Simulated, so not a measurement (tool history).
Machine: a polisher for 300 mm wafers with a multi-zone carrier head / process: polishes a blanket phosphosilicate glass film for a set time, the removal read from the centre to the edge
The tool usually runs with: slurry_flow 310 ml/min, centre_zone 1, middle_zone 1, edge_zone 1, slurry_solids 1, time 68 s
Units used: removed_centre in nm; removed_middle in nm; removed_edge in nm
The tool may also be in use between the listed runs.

run,hour,slurry_flow,centre_zone,middle_zone,edge_zone,slurry_solids,time,"incoming thickness of the incoming film, nm",removed_centre,removed_middle,removed_edge
1,0,310,0.97,1,1,0.85,68,4244,410.8,427.3,418.6
2,44.6,310,1.05,1,1,1,61,4248.9,416.1,405.2,395
3,76.3,310,1,1,1,1,68,4289.8,440.7,445.3,451.3
# hour 80.1: edge zone pressure recalibrated
# hour 137.5: worn pad replaced by a new one
4,188.1,310,1,1,1,1.2,60,4284.7,403.6,420.3,409.7
# hour 212: slurry nozzle cleaned
5,252.4,310,1,1,1,0.9,68,4221.9,424.4,434,441.5
6,314.1,310,1,1,1,1,68,4285.9,450.7,452.1,447.7
# hour 373.7: centre zone pressure recalibrated
7,382.9,310,1,1,1,1,68,4232.7,446.3,450,451.2
8,448.7,310,1,1,1,1,68,4274.8,438.3,448.1,453.1
9,518.4,310,1,1,1,1,51,4290.1,343.9,337.7,334.9
10,580.5,310,1,1,0.94,0.7,68,4257.4,396,391.3,380
11,612.5,310,1,1.09,1,1,61,4278,398.2,425.5,394.3
# hour 618.3: worn pad replaced by a new one
12,658.7,310,1,1.03,1.06,1.2,68,4294.1,468.3,488.7,487.5
13,688.3,255,0.9,1,1,1,68,4271.4,393.9,427.2,430.1
14,744.8,250,0.93,1,1,1,85,4290.5,497.8,526,526.7
# hour 759.3: slurry nozzle cleaned
15,816.6,260,1,1,1,1,52,4329.2,340.8,344.2,345.3
16,847.3,310,1,1,1,1,68,4306.5,462.8,456.1,455.1
17,909.7,310,1,1,0.92,1,68,4284,453.6,456.2,427.4
18,956.1,310,1.04,0.94,1,1,68,4209.6,468.7,431.6,444.7
# hour 987.4: worn pad replaced by a new one
19,1004.8,250,1.11,1,1,1.2,68,4343.3,512.9,467.7,473.7
20,1030.1,310,1,1.09,1,1,61,4233.4,415.9,432.2,402.9
21,1091.7,310,1,1,1,1,68,4295.2,454.3,448.9,457.5
22,1142.8,310,1.11,1,1,1,68,4247.9,475.2,449.5,441.2

Forecast each of these 3 alternatives for the next run:
A,1143.2,310,1,1.11,1,1,68,4245.9,?,?,?
B,1143.2,275,1.08,1.06,1,0.85,68,4245.9,?,?,?
C,1143.2,310,1,0.91,1.05,1,68,4245.9,?,?,?

run,removed_centre,removed_middle,removed_edge
A,440,490,449.2
B,433,438.1,419.4
C,439.3,414.3,461.3
With the hidden condition removed and each run's random variation left untouched, the same runs would have given:
run,removed_centre,removed_middle,removed_edge
A,450.6,500.7,456.6
B,444.5,448.6,426.9
C,449.9,423.3,468.9
